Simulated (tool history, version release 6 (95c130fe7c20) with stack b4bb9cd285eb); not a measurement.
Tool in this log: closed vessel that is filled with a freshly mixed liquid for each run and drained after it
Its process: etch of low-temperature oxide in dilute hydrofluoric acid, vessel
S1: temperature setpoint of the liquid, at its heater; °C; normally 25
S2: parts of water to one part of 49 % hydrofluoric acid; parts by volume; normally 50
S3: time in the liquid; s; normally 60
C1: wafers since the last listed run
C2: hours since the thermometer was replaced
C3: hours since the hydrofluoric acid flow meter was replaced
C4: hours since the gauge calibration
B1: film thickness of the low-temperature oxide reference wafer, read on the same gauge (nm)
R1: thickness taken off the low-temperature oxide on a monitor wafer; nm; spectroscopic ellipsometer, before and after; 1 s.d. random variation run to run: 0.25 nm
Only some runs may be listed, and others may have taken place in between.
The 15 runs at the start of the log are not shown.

| run | hour | S1 | S2 | S3 | C1 | C2 | C3 | C4 | B1 | R1 |
|---|---|---|---|---|---|---|---|---|---|---|
| 16 | 639.1 | 23 | 75 | 90 | 2675 | 2059 | 1684.2 | 1863.3 | 120 | 44.75 |
|  | 663.9 | thermometer replaced |
|  | 711.7 | gauge calibrated |
| 17 | 806.4 | 25 | 50 | 60 | 12499 | 142.5 | 1851.5 | 94.7 | 120.02 | 48.97 |
| 18 | 847.2 | 23.5 | 65 | 70 | 3066 | 183.3 | 1892.3 | 135.5 | 120.02 | 40.42 |
| 19 | 879.9 | 25 | 50 | 60 | 2457 | 216 | 1925 | 168.2 | 119.96 | 49.25 |
| 20 | 948.7 | 21 | 75 | 60 | 5171 | 284.8 | 1993.8 | 237 | 119.98 | 27.11 |
| 21 | 1008.1 | 23.5 | 65 | 70 | 4464 | 344.2 | 2053.2 | 296.4 | 119.99 | 40.72 |
| 22 | 1057.4 | 21.5 | 30 | 30 | 3705 | 393.5 | 2102.5 | 345.7 | 120 | 36.3 |
| 23 | 1095.8 | 25 | 50 | 60 | 2886 | 431.9 | 2140.9 | 384.1 | 119.98 | 49.24 |
|  | 1144.4 | hydrofluoric acid flow meter replaced |
| 24 | 1152.4 | 25 | 50 | 60 | 4179 | 488.5 | 8 | 440.7 | 120.04 | 51 |
| 25 | 1210.6 | 25 | 50 | 60 | 4374 | 546.7 | 66.2 | 498.9 | 119.97 | 51.14 |
| 26 | 1275.9 | 29 | 35 | 45 | 4908 | 612 | 131.5 | 564.2 | 120.02 | 65.55 |
| 27 | 1300.8 | 23 | 60 | 80 | 1871 | 636.9 | 156.4 | 589.1 | 119.99 | 50.78 |
| 28 | 1367.7 | 30 | 50 | 70 | 5028 | 703.8 | 223.3 | 656 | 120.03 | 72.62 |
| 29 | 1412 | 25 | 50 | 35 | 3329 | 748.1 | 267.6 | 700.3 | 120.01 | 29.56 |
| 30 | 1477.7 | 25 | 50 | 60 | 4938 | 813.8 | 333.3 | 766 | 120.02 | 50.44 |
| 31 | 1506.9 | 25 | 60 | 60 | 2194 | 843 | 362.5 | 795.2 | 119.96 | 41.95 |
| 32 | 1577.2 | 21.5 | 70 | 30 | 5284 | 913.3 | 432.8 | 865.5 | 120.05 | 15.22 |
| 33 | 1636.6 | 25 | 40 | 80 | 4464 | 972.7 | 492.2 | 924.9 | 120 | 85.1 |

Alternative continuations, all from the tool just after run 33; predict every row:
| A | 1637.3 | 25 | 50 | 60 | 52 | 973.4 | 492.9 | 925.6 | ? | ? |
| B | 1637.3 | 27.5 | 50 | 60 | 52 | 973.4 | 492.9 | 925.6 | ? | ? |
| C | 1637.3 | 25 | 50 | 40 | 52 | 973.4 | 492.9 | 925.6 | ? | ? |

| run | B1 | R1 |
|---|---|---|
| A | 120 | 50.61 |
| B | 120 | 55.99 |
| C | 120 | 33.74 |
With no hidden state in the tool, these same runs would have given:
| run | R1 |
|---|---|
| A | 51.36 |
| B | 56.82 |
| C | 34.24 |
